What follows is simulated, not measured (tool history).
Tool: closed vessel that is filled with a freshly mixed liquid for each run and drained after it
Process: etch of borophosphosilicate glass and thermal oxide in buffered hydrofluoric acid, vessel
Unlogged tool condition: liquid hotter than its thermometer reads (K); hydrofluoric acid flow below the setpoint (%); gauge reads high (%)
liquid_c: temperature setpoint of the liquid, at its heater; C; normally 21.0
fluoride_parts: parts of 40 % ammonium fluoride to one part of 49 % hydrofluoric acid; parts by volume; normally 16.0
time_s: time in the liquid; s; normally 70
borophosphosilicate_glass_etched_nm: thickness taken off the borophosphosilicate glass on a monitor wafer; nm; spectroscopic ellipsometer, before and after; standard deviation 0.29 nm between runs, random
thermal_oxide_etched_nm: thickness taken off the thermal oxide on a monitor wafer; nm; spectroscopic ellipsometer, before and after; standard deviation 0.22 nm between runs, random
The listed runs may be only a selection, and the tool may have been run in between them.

| run | hour | liquid_c | fluoride_parts | time_s | wafers since the last listed run | hours since the thermometer was replaced | hours since the hydrofluoric acid flow meter was replaced | hours since the gauge calibration | read-back film thickness of the borophosphosilicate glass reference wafer, read on the same gauge (nm) | read-back film thickness of the thermal oxide reference wafer, read on the same gauge (nm) | borophosphosilicate_glass_etched_nm | thermal_oxide_etched_nm |
|---|---|---|---|---|---|---|---|---|---|---|---|---|
| 1 | 0.0 | 21.0 | 16.0 | 70 | 0 | 1105.8 | 161.2 | 1052.4 | 69.95 | 149.96 | 49.52 | 38.78 |
| 2 | 40.0 | 21.0 | 16.0 | 70 | 2809 | 1145.8 | 201.2 | 1092.4 | 70.01 | 150.00 | 49.31 | 39.19 |
| 3 | 105.8 | 21.0 | 16.0 | 70 | 4622 | 1211.6 | 267.0 | 1158.2 | 69.96 | 150.01 | 49.46 | 38.62 |
| 4 | 292.4 | 21.0 | 16.0 | 70 | 13107 | 1398.2 | 453.6 | 1344.8 | 69.96 | 150.01 | 48.93 | 38.01 |
| 5 | 351.4 | 21.0 | 16.0 | 70 | 4144 | 1457.2 | 512.6 | 1403.8 | 70.03 | 150.00 | 47.87 | 37.75 |
| 6 | 417.1 | 17.0 | 18.5 | 85 | 4615 | 1522.9 | 578.3 | 1469.5 | 69.97 | 150.03 | 40.09 | 31.59 |
| 7 | 486.2 | 25.5 | 22.0 | 70 | 4853 | 1592.0 | 647.4 | 1538.6 | 69.98 | 150.03 | 46.89 | 36.78 |
|  | 518.3 | gauge calibrated |
| 8 | 527.4 | 17.5 | 20.5 | 30 | 2894 | 1633.2 | 688.6 | 9.1 | 69.98 | 149.99 | 13.31 | 10.46 |
| 9 | 581.1 | 25.5 | 16.0 | 45 | 3772 | 1686.9 | 742.3 | 62.8 | 69.97 | 149.98 | 38.84 | 30.33 |
|  | 605.2 | hydrofluoric acid flow meter replaced |
| 10 | 648.0 | 25.0 | 13.5 | 45 | 4629 | 1753.8 | 42.8 | 129.7 | 70.04 | 150.04 | 47.57 | 37.05 |
|  | 656.5 | thermometer replaced |
| 11 | 708.7 | 23.0 | 17.5 | 70 | 4193 | 52.2 | 103.5 | 190.4 | 70.00 | 149.99 | 51.37 | 40.41 |
| 12 | 745.8 | 18.0 | 16.0 | 35 | 2606 | 89.3 | 140.6 | 227.5 | 70.01 | 150.01 | 21.16 | 16.44 |
| 13 | 807.8 | 23.5 | 16.0 | 35 | 4355 | 151.3 | 202.6 | 289.5 | 70.00 | 150.04 | 28.78 | 22.38 |
| 14 | 832.7 | 21.0 | 18.5 | 95 | 1749 | 176.2 | 227.5 | 314.4 | 70.02 | 149.95 | 58.85 | 45.70 |
| 15 | 868.5 | 19.0 | 13.5 | 95 | 2514 | 212.0 | 263.3 | 350.2 | 70.01 | 150.00 | 71.44 | 56.01 |
| 16 | 897.9 | 24.0 | 14.0 | 85 | 2065 | 241.4 | 292.7 | 379.6 | 70.00 | 150.06 | 81.14 | 63.19 |
| 17 | 927.3 | 26.0 | 20.0 | 40 | 2065 | 270.8 | 322.1 | 409.0 | 70.01 | 150.02 | 29.89 | 23.81 |

Run 18 comes next. What will it give?
| 18 | 994.8 | 21.0 | 19.5 | 90 | 4741 | 338.3 | 389.6 | 476.5 | ? | ? | ? | ? |

For run 18 the tool returned read-back film thickness of the borophosphosilicate glass reference wafer, read on the same gauge (nm) 70.03, read-back film thickness of the thermal oxide reference wafer, read on the same gauge (nm) 150.00, borophosphosilicate_glass_etched_nm 52.11 nm, thermal_oxide_etched_nm 41.01 nm.
The same run, on a tool lacking any hidden state, would have yielded borophosphosilicate_glass_etched_nm 53.67 nm, thermal_oxide_etched_nm 42.24 nm.
